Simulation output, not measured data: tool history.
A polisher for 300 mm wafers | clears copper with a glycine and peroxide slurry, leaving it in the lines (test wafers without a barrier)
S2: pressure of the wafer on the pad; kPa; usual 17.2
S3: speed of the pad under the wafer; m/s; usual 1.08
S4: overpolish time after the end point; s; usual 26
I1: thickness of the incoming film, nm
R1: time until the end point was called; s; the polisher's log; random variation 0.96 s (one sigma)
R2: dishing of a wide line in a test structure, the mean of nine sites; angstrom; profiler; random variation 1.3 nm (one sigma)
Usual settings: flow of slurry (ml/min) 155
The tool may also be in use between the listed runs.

Run 1, hour 0.0: usual settings but S2 14.5 kPa; I1 628.5. Result: R1 130.3 s, R2 601 angstrom.
Run 2, hour 59.4: usual settings but S4 32 s; I1 632.8. Result: R1 115.2 s, R2 749 angstrom.
Run 3, hour 116.1: usual settings but S4 32 s; I1 625.0. Result: R1 115.5 s, R2 716 angstrom.
At hour 185.5: worn pad replaced by a new one.
Run 4, hour 186.0: usual settings but S4 19 s; I1 614.0. Result: R1 113.1 s, R2 530 angstrom.
Run 5, hour 243.1: usual settings but S2 12.4 kPa; I1 617.0. Result: R1 145.8 s, R2 528 angstrom.
Run 6, hour 299.8: usual settings but S2 12.4 kPa; I1 618.8. Result: R1 145.4 s, R2 553 angstrom.
At hour 319.0: head pressure recalibrated.
At hour 354.4: slurry nozzle cleaned.
Run 7, hour 495.8: usual settings but flow of slurry (ml/min) 145; I1 632.1. Result: R1 114.5 s, R2 656 angstrom.
Run 8, hour 546.1: usual settings but flow of slurry (ml/min) 170, S3 1.18 m/s; I1 608.6. Result: R1 101.5 s, R2 700 angstrom.
At hour 569.6: worn pad replaced by a new one.
Run 9, hour 608.2: usual settings but flow of slurry (ml/min) 170, S3 1.18 m/s; I1 617.9. Result: R1 104.2 s, R2 673 angstrom.
Run 10, hour 648.4: usual settings; I1 614.4. Result: R1 110.4 s, R2 641 angstrom.
Run 11, hour 678.3: usual settings but S2 20.0 kPa; I1 614.5. Result: R1 100.0 s, R2 704 angstrom.
Run 12, hour 739.9: usual settings but S2 20.0 kPa; I1 623.4. Result: R1 100.7 s, R2 678 angstrom.
At hour 753.9: head pressure recalibrated.
Run 13, hour 781.3: usual settings but S2 20.0 kPa; I1 609.2. Result: R1 98.5 s, R2 679 angstrom.
Run 14, hour 814.2: usual settings but S2 22.1 kPa; I1 618.4. Result: R1 91.9 s, R2 781 angstrom.
At hour 841.5: slurry nozzle cleaned.
Run 15, hour 866.6: usual settings but S2 22.1 kPa; I1 630.5. Result: R1 93.8 s, R2 741 angstrom.
At hour 990.2: worn pad replaced by a new one.
Run 16, hour 1060.7: usual settings; I1 621.1. Result: R1 114.0 s, R2 630 angstrom.
Run 17, hour 1122.7: usual settings but S2 22.1 kPa, S4 14 s; I1 627.3. Result: R1 93.3 s, R2 503 angstrom.
Run 18, hour 1188.6: usual settings but flow of slurry (ml/min) 140, S2 21.4 kPa, S3 0.94 m/s, S4 13 s; I1 623.4. Result: R1 109.8 s, R2 399 angstrom.
Run 19, hour 1216.9: usual settings but S3 1.38 m/s; I1 620.0. Result: R1 92.2 s, R2 711 angstrom.
At hour 1219.0: head pressure recalibrated.
At hour 1255.9: slurry nozzle cleaned.
Run 20, hour 1286.4: usual settings; I1 622.3. Result: R1 114.4 s, R2 620 angstrom.
Run 21, hour 1311.6: usual settings but flow of slurry (ml/min) 120, S3 1.32 m/s; I1 614.6. Result: R1 101.7 s, R2 715 angstrom.
Run 22, hour 1341.9: usual settings; I1 623.4. Result: R1 112.5 s, R2 627 angstrom.
Run 23, hour 1398.4: usual settings but flow of slurry (ml/min) 210, S2 20.0 kPa; I1 626.6. Result: R1 96.9 s, R2 723 angstrom.
Run 24, hour 1440.2: usual settings but flow of slurry (ml/min) 140; I1 629.1. Result: R1 116.4 s, R2 639 angstrom.
At hour 1463.5: worn pad replaced by a new one.
Run 25, hour 1469.4: usual settings; I1 612.3. Result: R1 112.4 s, R2 671 angstrom.
Run 26, hour 1533.5: usual settings but flow of slurry (ml/min) 115, S2 15.2 kPa, S3 0.90 m/s, S4 42 s; I1 623.7. Result: R1 155.1 s, R2 738 angstrom.
Run 27, hour 1594.2: usual settings but flow of slurry (ml/min) 170, S2 18.6 kPa, S3 1.28 m/s, S4 40 s; I1 611.5. Result: R1 90.9 s, R2 920 angstrom.
At hour 1626.4: head pressure recalibrated.
Run 28, hour 1657.5: usual settings but flow of slurry (ml/min) 205, S4 40 s; I1 612.2. Result: R1 106.4 s, R2 845 angstrom.
Run 29, hour 1691.5: usual settings but S2 22.8 kPa, S4 37 s; I1 615.6. Result: R1 87.7 s, R2 906 angstrom.
At hour 1716.9: slurry nozzle cleaned.
Run 30, hour 1757.8: usual settings but S3 0.74 m/s; I1 611.5. Result: R1 150.6 s, R2 535 angstrom.
Run 31, hour 1818.0: usual settings but flow of slurry (ml/min) 170, S2 14.5 kPa, S3 1.22 m/s, S4 41 s; I1 607.2. Result: R1 114.9 s, R2 822 angstrom.
At hour 1840.6: worn pad replaced by a new one.
Run 32, hour 1877.3: usual settings but S2 15.2 kPa; I1 616.3. Result: R1 125.3 s, R2 606 angstrom.
Run 33, hour 1923.7: usual settings but S2 19.3 kPa, S3 1.26 m/s, S4 38 s; I1 618.0. Result: R1 91.3 s, R2 932 angstrom.
Run 34, hour 1951.2: usual settings but flow of slurry (ml/min) 185, S2 12.4 kPa, S3 1.34 m/s, S4 37 s; I1 621.0. Result: R1 120.2 s, R2 759 angstrom.
Run 35, hour 1986.6: usual settings; I1 611.4. Result: R1 112.5 s, R2 657 angstrom.

3 ways to go on from here, each from the tool as it stands after run 35. What would each give?
Run A, hour 1987.1: usual settings; I1 623.7. Result: R1 ?, R2 ?.
Run B, hour 1987.1: usual settings but flow of slurry (ml/min) 135, S3 0.86 m/s; I1 623.7. Result: R1 ?, R2 ?.
Run C, hour 1987.1: usual settings but S4 20 s; I1 623.7. Result: R1 ?, R2 ?.

run     R1   R2
  A  114.5  648
  B  141.3  569
  C  114.5  542
Without the tool's hidden state the same runs would have given:
run     R1   R2
  A  114.5  648
  B  141.3  569
  C  114.5  542
